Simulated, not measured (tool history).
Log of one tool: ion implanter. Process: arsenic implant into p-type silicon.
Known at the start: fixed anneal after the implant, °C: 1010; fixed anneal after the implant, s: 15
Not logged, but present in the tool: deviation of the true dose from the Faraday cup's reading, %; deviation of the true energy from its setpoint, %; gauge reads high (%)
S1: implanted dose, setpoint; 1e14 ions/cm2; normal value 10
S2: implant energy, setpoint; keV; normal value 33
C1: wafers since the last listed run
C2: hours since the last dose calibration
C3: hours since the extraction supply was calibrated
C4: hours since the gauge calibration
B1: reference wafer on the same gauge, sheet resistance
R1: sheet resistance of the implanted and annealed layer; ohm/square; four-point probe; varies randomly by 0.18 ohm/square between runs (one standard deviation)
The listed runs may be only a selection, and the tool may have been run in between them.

run 1 day=0 | S1=10 S2=33 | C1=0 C2=1634.1 C3=1738.3 C4=343.7 | B1=106.97 | R1=115.85
run 2 day=0.329 | S1=10 S2=33 | C1=166 C2=1642 C3=1746.2 C4=351.6 | B1=106.98 | R1=115.8
run 3 day=1.021 | S1=10 S2=33 | C1=348 C2=1658.6 C3=1762.8 C4=368.2 | B1=106.99 | R1=115.88
run 4 day=1.283 | S1=10 S2=33 | C1=132 C2=1664.9 C3=1769.1 C4=374.5 | B1=106.99 | R1=115.61
run 5 day=1.892 | S1=10 S2=33 | C1=306 C2=1679.5 C3=1783.7 C4=389.1 | B1=107.02 | R1=115.81
run 6 day=2.238 | S1=10 S2=33 | C1=174 C2=1687.8 C3=1792 C4=397.4 | B1=107 | R1=115.59
run 7 day=2.875 | S1=10 S2=33 | C1=321 C2=1703.1 C3=1807.3 C4=412.7 | B1=107.03 | R1=115.84
run 8 day=3.5 | S1=10 S2=33 | C1=315 C2=1718.1 C3=1822.3 C4=427.7 | B1=107.02 | R1=115.46
run 9 day=4.054 | S1=10 S2=33 | C1=279 C2=1731.4 C3=1835.6 C4=441 | B1=106.98 | R1=115.84
run 10 day=4.788 | S1=10 S2=33 | C1=369 C2=1749 C3=1853.2 C4=458.6 | B1=107.04 | R1=115.44
run 11 day=5.808 | S1=10 S2=33 | C1=515 C2=1773.5 C3=1877.7 C4=483.1 | B1=107.03 | R1=115.58
run 12 day=6.225 | S1=10 S2=33 | C1=210 C2=1783.5 C3=1887.7 C4=493.1 | B1=106.97 | R1=115.48
run 13 day=6.483 | S1=9.34 S2=33 | C1=130 C2=1789.7 C3=1893.9 C4=499.3 | B1=106.98 | R1=120.38
run 14 day=6.783 | S1=9.34 S2=33 | C1=151 C2=1796.9 C3=1901.1 C4=506.5 | B1=106.95 | R1=120.17
run 15 day=7.092 | S1=9.34 S2=33 | C1=155 C2=1804.3 C3=1908.5 C4=513.9 | B1=107.01 | R1=120.05
-- day=8.238 gauge calibrated
run 16 day=9.046 | S1=10 S2=38 | C1=985 C2=1851.2 C3=1955.4 C4=19.4 | B1=107.04 | R1=111.77
run 17 day=9.367 | S1=10.98 S2=27 | C1=161 C2=1858.9 C3=1963.1 C4=27.1 | B1=107 | R1=115.78
run 18 day=9.842 | S1=12.56 S2=24 | C1=239 C2=1870.3 C3=1974.5 C4=38.5 | B1=106.95 | R1=112.9
run 19 day=11.838 | S1=7.45 S2=39.5 | C1=1006 C2=1918.2 C3=2022.4 C4=86.4 | B1=106.95 | R1=135.22
-- day=12.217 Faraday cup replaced and dose calibrated
run 20 day=12.292 | S1=10 S2=23 | C1=60 C2=1.8 C3=2033.3 C4=97.3 | B1=107.05 | R1=134.33
run 21 day=12.917 | S1=10 S2=33 | C1=315 C2=16.8 C3=2048.3 C4=112.3 | B1=107.01 | R1=122.98

For run 22, what comes out?
-- day=14.575 extraction supply calibrated
-- day=15.296 Faraday cup replaced and dose calibrated, repeated, since the last time left the tool worse
run 22 day=15.317 | S1=11.81 S2=25 | C1=874 C2=0.5 C3=17.8 C4=169.9 | B1=? | R1=?

B1: 106.98
R1: 116.47 ohm/square
Were there no unlogged condition in the tool, this run, its random variation unchanged, would have produced R1 116.36 ohm/square.
